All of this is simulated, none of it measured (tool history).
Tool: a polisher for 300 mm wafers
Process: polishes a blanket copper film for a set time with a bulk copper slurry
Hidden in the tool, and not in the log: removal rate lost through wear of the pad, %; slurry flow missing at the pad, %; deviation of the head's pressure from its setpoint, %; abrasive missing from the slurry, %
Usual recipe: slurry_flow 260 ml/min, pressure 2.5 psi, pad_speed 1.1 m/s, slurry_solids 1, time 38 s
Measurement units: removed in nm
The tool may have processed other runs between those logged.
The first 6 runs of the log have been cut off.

| run | hour | slurry_flow | pressure | pad_speed | slurry_solids | time | wafers since the last listed run | wafers polished on this pad | hours since the slurry nozzle was cleaned | hours since the head pressure was calibrated | hours since the slurry blender was calibrated | incoming thickness of the incoming film, nm | removed |
|---|---|---|---|---|---|---|---|---|---|---|---|---|---|
| 7 | 416.2 | 260 | 2.5 | 1.1 | 1 | 38 | 809 | 2296 | 162.3 | 93.6 | 145.9 | 4265.5 | 375.3 |
| 8 | 450.7 | 260 | 2.5 | 1.1 | 1 | 38 | 414 | 2710 | 196.8 | 128.1 | 180.4 | 4350.4 | 384 |
| 9 | 514.2 | 260 | 2.5 | 1.1 | 1 | 38 | 762 | 3472 | 260.3 | 191.6 | 243.9 | 4210.6 | 382.1 |
|  | 559.7 | worn pad replaced by a new one |
| 10 | 568.1 | 260 | 2.2 | 1.1 | 1 | 46 | 598 | 100 | 314.2 | 245.5 | 297.8 | 4202.5 | 407.5 |
| 11 | 597 | 285 | 1.9 | 1.1 | 1 | 51 | 346 | 447 | 343.1 | 274.4 | 326.7 | 4238.6 | 395.6 |
| 12 | 631.1 | 330 | 2.5 | 1.1 | 0.9 | 38 | 409 | 856 | 377.2 | 308.5 | 360.8 | 4208.4 | 385.6 |
|  | 674.5 | slurry blender recalibrated |
|  | 676.2 | slurry nozzle cleaned |
| 13 | 747.3 | 320 | 2.2 | 1.1 | 0.8 | 38 | 1358 | 2215 | 71.1 | 424.7 | 72.8 | 4324.9 | 332.1 |
| 14 | 774.2 | 300 | 2.5 | 0.84 | 0.9 | 48 | 322 | 2538 | 98 | 451.6 | 99.7 | 4228.8 | 362.1 |
| 15 | 822.4 | 260 | 2.5 | 1.1 | 1 | 38 | 578 | 3117 | 146.2 | 499.8 | 147.9 | 4281.8 | 376.8 |
| 16 | 894 | 260 | 3.1 | 1.1 | 1 | 38 | 859 | 3976 | 217.8 | 571.4 | 219.5 | 4303.5 | 477.8 |
| 17 | 961 | 260 | 2.1 | 1.1 | 1 | 38 | 804 | 4780 | 284.8 | 638.4 | 286.5 | 4393.9 | 318.5 |
|  | 1014.1 | worn pad replaced by a new one |
| 18 | 1030.1 | 260 | 2.5 | 1.1 | 0.8 | 26 | 781 | 192 | 353.9 | 707.5 | 355.6 | 4264.2 | 253.6 |
|  | 1078 | slurry blender recalibrated |
| 19 | 1085.3 | 215 | 2.5 | 0.9 | 1 | 38 | 638 | 831 | 409.1 | 762.7 | 7.3 | 4324.8 | 299.1 |
|  | 1101.9 | slurry nozzle cleaned |
| 20 | 1135.5 | 260 | 2.5 | 0.92 | 0.9 | 38 | 590 | 1421 | 33.6 | 812.9 | 57.5 | 4267.8 | 311.3 |
| 21 | 1165.9 | 260 | 2.5 | 1.1 | 0.75 | 38 | 364 | 1786 | 64 | 843.3 | 87.9 | 4280.3 | 366.3 |
| 22 | 1236 | 260 | 2.5 | 1.1 | 1 | 28 | 841 | 2627 | 134.1 | 913.4 | 158 | 4310.2 | 279.8 |
|  | 1248.5 | head pressure recalibrated |
| 23 | 1274.7 | 260 | 1.8 | 1.1 | 1 | 38 | 440 | 3068 | 172.8 | 26.2 | 196.7 | 4285.2 | 279.1 |
| 24 | 1308.5 | 260 | 2.5 | 1.1 | 1 | 31 | 405 | 3474 | 206.6 | 60 | 230.5 | 4304 | 306.2 |
| 25 | 1379.7 | 175 | 1.7 | 1.44 | 1 | 27 | 854 | 4328 | 277.8 | 131.2 | 301.7 | 4310 | 232.2 |
|  | 1433.2 | worn pad replaced by a new one |
| 26 | 1447.8 | 260 | 2.5 | 1.1 | 1 | 38 | 769 | 175 | 345.9 | 199.3 | 369.8 | 4238.6 | 380.2 |
|  | 1494.4 | slurry blender recalibrated |
| 27 | 1499.9 | 310 | 2.5 | 1.1 | 1 | 38 | 601 | 777 | 398 | 251.4 | 5.5 | 4300.1 | 387.3 |
| 28 | 1534.8 | 205 | 3.1 | 1.1 | 1.25 | 38 | 418 | 1195 | 432.9 | 286.3 | 40.4 | 4309 | 472 |
|  | 1537.4 | slurry nozzle cleaned |
| 29 | 1564.6 | 335 | 2.9 | 0.72 | 1 | 43 | 345 | 1541 | 27.2 | 316.1 | 70.2 | 4271.2 | 333 |

Estimate the outcome of run 30 from the log above:
| 30 | 1599.6 | 260 | 2.1 | 1.48 | 1 | 38 | 420 | 1961 | 62.2 | 351.1 | 105.2 | 4329.9 | ? |

Run 30 yielded removed 422.5 nm.
Were there no unlogged condition in the tool, this run, its random variation unchanged, would have produced removed 422.5 nm.
